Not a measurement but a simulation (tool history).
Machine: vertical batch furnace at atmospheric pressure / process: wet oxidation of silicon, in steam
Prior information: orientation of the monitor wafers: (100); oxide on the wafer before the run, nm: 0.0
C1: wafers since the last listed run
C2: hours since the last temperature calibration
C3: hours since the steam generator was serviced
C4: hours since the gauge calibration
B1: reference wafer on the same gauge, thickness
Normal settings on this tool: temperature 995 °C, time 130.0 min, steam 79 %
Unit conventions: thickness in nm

run 1 hour=0.0 | temperature=995 time=130.0 steam=79 | C1=0 C2=1909.6 C3=274.5 C4=44.6 | B1=514.64 | thickness=566.71
run 2 hour=39.0 | temperature=995 time=130.0 steam=79 | C1=465 C2=1948.6 C3=313.5 C4=83.6 | B1=514.67 | thickness=569.27
run 3 hour=103.1 | temperature=1003 time=130.0 steam=79 | C1=765 C2=2012.7 C3=377.6 C4=147.7 | B1=513.96 | thickness=598.89
run 4 hour=133.7 | temperature=995 time=130.0 steam=79 | C1=365 C2=2043.3 C3=408.2 C4=178.3 | B1=512.69 | thickness=569.87
run 5 hour=163.5 | temperature=995 time=130.0 steam=79 | C1=355 C2=2073.1 C3=438.0 C4=208.1 | B1=513.00 | thickness=569.84
run 6 hour=201.1 | temperature=995 time=156.0 steam=79 | C1=449 C2=2110.7 C3=475.6 C4=245.7 | B1=512.87 | thickness=637.30
run 7 hour=245.5 | temperature=995 time=156.0 steam=79 | C1=530 C2=2155.1 C3=520.0 C4=290.1 | B1=512.70 | thickness=638.79
run 8 hour=285.5 | temperature=980 time=130.0 steam=71 | C1=477 C2=2195.1 C3=560.0 C4=330.1 | B1=511.86 | thickness=477.35
run 9 hour=342.2 | temperature=980 time=130.0 steam=71 | C1=677 C2=2251.8 C3=616.7 C4=386.8 | B1=512.14 | thickness=475.19
run 10 hour=402.5 | temperature=995 time=130.0 steam=79 | C1=720 C2=2312.1 C3=677.0 C4=447.1 | B1=511.05 | thickness=566.08
run 11 hour=440.3 | temperature=995 time=130.0 steam=79 | C1=451 C2=2349.9 C3=714.8 C4=484.9 | B1=510.68 | thickness=566.15
run 12 hour=477.6 | temperature=995 time=130.0 steam=79 | C1=445 C2=2387.2 C3=752.1 C4=522.2 | B1=510.62 | thickness=563.70
run 13 hour=529.9 | temperature=995 time=80.0 steam=85 | C1=624 C2=2439.5 C3=804.4 C4=574.5 | B1=509.54 | thickness=429.40
run 14 hour=576.6 | temperature=995 time=80.0 steam=85 | C1=557 C2=2486.2 C3=851.1 C4=621.2 | B1=509.29 | thickness=427.82
run 15 hour=608.1 | temperature=989 time=130.0 steam=79 | C1=376 C2=2517.7 C3=882.6 C4=652.7 | B1=508.95 | thickness=540.09
run 16 hour=635.5 | temperature=995 time=85.5 steam=75 | C1=327 C2=2545.1 C3=910.0 C4=680.1 | B1=509.19 | thickness=412.85
run 17 hour=663.3 | temperature=995 time=85.5 steam=75 | C1=331 C2=2572.9 C3=937.8 C4=707.9 | B1=507.96 | thickness=409.27
run 18 hour=713.3 | temperature=995 time=85.5 steam=75 | C1=597 C2=2622.9 C3=987.8 C4=757.9 | B1=509.00 | thickness=411.76
-- hour=741.4 thermocouples replaced and temperature profile calibrated
run 19 hour=772.9 | temperature=995 time=130.0 steam=79 | C1=425 C2=31.5 C3=1047.4 C4=817.5 | B1=508.48 | thickness=561.13
run 20 hour=806.6 | temperature=995 time=130.0 steam=73 | C1=402 C2=65.2 C3=1081.1 C4=851.2 | B1=508.58 | thickness=533.90
run 21 hour=854.5 | temperature=1009 time=157.0 steam=79 | C1=572 C2=113.1 C3=1129.0 C4=899.1 | B1=506.29 | thickness=690.82
run 22 hour=916.1 | temperature=1006 time=130.0 steam=70 | C1=735 C2=174.7 C3=1190.6 C4=960.7 | B1=507.25 | thickness=555.46
-- hour=950.9 steam generator serviced
run 23 hour=975.4 | temperature=995 time=130.0 steam=79 | C1=421 C2=234.0 C3=24.5 C4=1020.0 | B1=505.97 | thickness=559.54
run 24 hour=1003.8 | temperature=1010 time=130.0 steam=79 | C1=339 C2=262.4 C3=52.9 C4=1048.4 | B1=506.25 | thickness=615.56
run 25 hour=1040.3 | temperature=995 time=156.0 steam=79 | C1=435 C2=298.9 C3=89.4 C4=1084.9 | B1=505.67 | thickness=630.48
run 26 hour=1072.3 | temperature=972 time=162.0 steam=86 | C1=382 C2=330.9 C3=121.4 C4=1116.9 | B1=505.67 | thickness=585.42
run 27 hour=1096.9 | temperature=995 time=130.0 steam=79 | C1=293 C2=355.5 C3=146.0 C4=1141.5 | B1=504.74 | thickness=559.28
run 28 hour=1151.7 | temperature=1004 time=113.0 steam=79 | C1=654 C2=410.3 C3=200.8 C4=1196.3 | B1=504.64 | thickness=538.88
run 29 hour=1215.4 | temperature=981 time=167.5 steam=79 | C1=760 C2=474.0 C3=264.5 C4=1260.0 | B1=504.10 | thickness=601.02
-- hour=1216.7 gauge calibrated
run 30 hour=1248.5 | temperature=977 time=109.5 steam=79 | C1=395 C2=507.1 C3=297.6 C4=31.8 | B1=516.50 | thickness=449.11
run 31 hour=1306.4 | temperature=995 time=89.0 steam=70 | C1=691 C2=565.0 C3=355.5 C4=89.7 | B1=516.13 | thickness=408.32
run 32 hour=1363.2 | temperature=995 time=130.0 steam=79 | C1=678 C2=621.8 C3=412.3 C4=146.5 | B1=516.34 | thickness=571.03
run 33 hour=1393.4 | temperature=995 time=130.0 steam=68 | C1=360 C2=652.0 C3=442.5 C4=176.7 | B1=515.73 | thickness=513.81
run 34 hour=1449.8 | temperature=1002 time=83.5 steam=85 | C1=673 C2=708.4 C3=498.9 C4=233.1 | B1=514.56 | thickness=466.05
run 35 hour=1513.7 | temperature=995 time=188.5 steam=79 | C1=763 C2=772.3 C3=562.8 C4=297.0 | B1=514.78 | thickness=721.93
run 36 hour=1572.0 | temperature=981 time=130.0 steam=79 | C1=696 C2=830.6 C3=621.1 C4=355.3 | B1=514.37 | thickness=518.46
run 37 hour=1624.0 | temperature=987 time=108.5 steam=68 | C1=620 C2=882.6 C3=673.1 C4=407.3 | B1=513.23 | thickness=430.03
run 38 hour=1661.8 | temperature=995 time=73.5 steam=69 | C1=451 C2=920.4 C3=710.9 C4=445.1 | B1=513.98 | thickness=350.82

Run-by-run hidden state of the tool:
true tube temperature minus thermocouple reading, K: 0 in every run
steam share off its setpoint, % of the setpoint: 0 in every run
H1: gauge reads high (%)
run=1 H1=-0.231
run=2 H1=-0.298
run=3 H1=-0.407
run=4 H1=-0.459
run=5 H1=-0.509
run=6 H1=-0.573
run=7 H1=-0.649
run=8 H1=-0.717
run=9 H1=-0.813
run=10 H1=-0.916
run=11 H1=-0.98
run=12 H1=-1.04
run=13 H1=-1.13
run=14 H1=-1.21
run=15 H1=-1.27
run=16 H1=-1.31
run=17 H1=-1.36
run=18 H1=-1.44
run=19 H1=-1.55
run=20 H1=-1.6
run=21 H1=-1.68
run=22 H1=-1.79
run=23 H1=-1.89
run=24 H1=-1.94
run=25 H1=-2
run=26 H1=-2.06
run=27 H1=-2.1
run=28 H1=-2.19
run=29 H1=-2.3
run=30 H1=0.139
run=31 H1=0.0404
run=32 H1=-0.0562
run=33 H1=-0.108
run=34 H1=-0.203
run=35 H1=-0.312
run=36 H1=-0.411
run=37 H1=-0.5
run=38 H1=-0.564
